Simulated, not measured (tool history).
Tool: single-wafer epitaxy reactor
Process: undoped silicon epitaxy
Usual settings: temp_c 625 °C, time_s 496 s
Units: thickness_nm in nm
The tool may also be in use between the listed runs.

run,hour,temp_c,time_s,wafers since the last listed run,hours since the last pyrometer calibration,hours since the gauge calibration,"read-back reference wafer on the same gauge, thickness_nm",thickness_nm
1,0.0,625,496,0,881.6,54.3,51.620,52.107
2,15.3,625,496,53,896.9,69.6,51.658,52.447
3,27.7,625,496,43,909.3,82.0,51.729,52.626
4,42.4,625,450,51,924.0,96.7,51.783,47.991
5,60.1,625,450,62,941.7,114.4,51.764,48.097
6,73.8,633,496,48,955.4,128.1,51.746,65.340
7,80.6,633,496,23,962.2,134.9,51.720,65.552
8,116.1,633,496,124,997.7,170.4,51.746,65.584
9,132.4,625,496,57,1014.0,186.7,51.804,53.683
# hour 143.3: gauge calibrated
10,180.9,632,496,170,1062.5,37.6,51.765,65.153
# hour 196.6: pyrometer calibrated
11,197.1,639,586,28,0.5,53.8,51.633,83.419
12,200.7,615,581,12,4.1,57.4,51.719,44.754
13,235.0,618,496,120,38.4,91.7,51.818,41.370
14,244.3,625,496,32,47.7,101.0,51.603,49.625
15,259.8,638,559,54,63.2,116.5,51.671,77.426
16,270.4,640,427,37,73.8,127.1,51.641,62.687
17,286.2,637,448,55,89.6,142.9,51.714,61.194
18,298.6,615,552,43,102.0,155.3,51.577,41.927

Forecast run 19:
19,305.9,625,496,25,109.3,162.6,?,?

Run 19 gave read-back reference wafer on the same gauge, thickness_nm 51.697, thickness_nm 49.154 nm.
Without the tool's hidden state the same run would have given thickness_nm 48.603 nm.
